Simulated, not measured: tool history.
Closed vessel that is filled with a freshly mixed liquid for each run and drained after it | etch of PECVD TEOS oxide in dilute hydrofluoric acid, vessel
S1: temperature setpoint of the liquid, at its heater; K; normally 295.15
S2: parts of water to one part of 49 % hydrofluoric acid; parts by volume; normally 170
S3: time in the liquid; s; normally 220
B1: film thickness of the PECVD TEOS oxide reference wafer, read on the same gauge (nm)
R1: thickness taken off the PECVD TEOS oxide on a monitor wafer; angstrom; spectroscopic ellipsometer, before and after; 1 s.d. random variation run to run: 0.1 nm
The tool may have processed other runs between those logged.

Run 1, day 0.000: usual settings but S2 130 parts by volume; B1 114.61. Result: R1 167.1 angstrom.
Run 2, day 3.242: usual settings but S2 130 parts by volume; B1 114.83. Result: R1 167.1 angstrom.
Run 3, day 6.029: usual settings; B1 115.09. Result: R1 121.6 angstrom.
At day 9.050: thermometer replaced.
Run 4, day 9.354: usual settings; B1 115.29. Result: R1 125.0 angstrom.
Run 5, day 11.033: usual settings; B1 115.46. Result: R1 122.8 angstrom.
Run 6, day 13.158: usual settings; B1 115.63. Result: R1 125.0 angstrom.
Run 7, day 15.942: usual settings; B1 115.84. Result: R1 123.9 angstrom.
Run 8, day 18.812: usual settings; B1 116.06. Result: R1 125.2 angstrom.
Run 9, day 21.317: usual settings; B1 116.29. Result: R1 124.1 angstrom.
Run 10, day 24.117: usual settings but S1 293.65 K; B1 116.50. Result: R1 117.9 angstrom.
Run 11, day 28.042: usual settings but S1 293.65 K; B1 116.82. Result: R1 118.1 angstrom.
At day 30.012: thermometer replaced.
Run 12, day 30.083: usual settings but S3 145 s; B1 116.98. Result: R1 82.8 angstrom.
Run 13, day 32.333: usual settings but S3 145 s; B1 117.14. Result: R1 82.5 angstrom.
Run 14, day 35.596: usual settings; B1 117.42. Result: R1 126.8 angstrom.
Run 15, day 37.350: usual settings; B1 117.58. Result: R1 125.8 angstrom.
Run 16, day 40.729: usual settings but S3 320 s; B1 117.85. Result: R1 183.7 angstrom.
Run 17, day 43.571: usual settings but S2 110 parts by volume; B1 118.08. Result: R1 208.9 angstrom.
At day 44.083: gauge calibrated.
At day 50.575: thermometer replaced.
Run 18, day 52.867: usual settings but S1 292.15 K, S2 225 parts by volume, S3 285 s; B1 111.69. Result: R1 99.7 angstrom.
Run 19, day 56.658: usual settings but S1 296.65 K, S2 210 parts by volume; B1 112.01. Result: R1 99.3 angstrom.
Run 20, day 59.025: usual settings but S2 230 parts by volume; B1 112.16. Result: R1 83.8 angstrom.
Run 21, day 63.358: usual settings but S3 330 s; B1 112.56. Result: R1 181.6 angstrom.
Run 22, day 67.167: usual settings; B1 112.84. Result: R1 122.3 angstrom.
Run 23, day 71.221: usual settings but S2 200 parts by volume; B1 113.14. Result: R1 100.2 angstrom.
At day 71.783: thermometer replaced.
At day 73.146: hydrofluoric acid flow meter replaced.
Run 24, day 74.754: usual settings but S2 245 parts by volume; B1 113.43. Result: R1 77.7 angstrom.
Run 25, day 76.379: usual settings but S2 120 parts by volume, S3 260 s; B1 113.57. Result: R1 216.1 angstrom.
Run 26, day 80.254: usual settings but S1 298.65 K, S2 145 parts by volume, S3 340 s; B1 113.86. Result: R1 261.4 angstrom.
Run 27, day 84.204: usual settings; B1 114.20. Result: R1 120.4 angstrom.
Run 28, day 87.146: usual settings; B1 114.45. Result: R1 122.2 angstrom.
Run 29, day 91.133: usual settings; B1 114.72. Result: R1 123.4 angstrom.
At day 91.846: thermometer replaced.
Run 30, day 93.967: usual settings but S1 292.15 K, S2 230 parts by volume, S3 185 s; B1 114.95. Result: R1 64.8 angstrom.

Here are 3 independent what-if runs from the current tool condition. What would each one return?
Run A, day 93.996: usual settings; B1 ?. Result: R1 ?.
Run B, day 93.996: usual settings but S3 260 s; B1 ?. Result: R1 ?.
Run C, day 93.996: usual settings but S1 299.65 K, S2 215 parts by volume, S3 105 s; B1 ?. Result: R1 ?.

run      B1     R1
  A  115.01  122.6
  B  115.01  144.9
  C  115.01   52.0
Without the tool's unlogged condition, the same runs would have read:
run     R1
  A  117.3
  B  138.6
  C   49.8

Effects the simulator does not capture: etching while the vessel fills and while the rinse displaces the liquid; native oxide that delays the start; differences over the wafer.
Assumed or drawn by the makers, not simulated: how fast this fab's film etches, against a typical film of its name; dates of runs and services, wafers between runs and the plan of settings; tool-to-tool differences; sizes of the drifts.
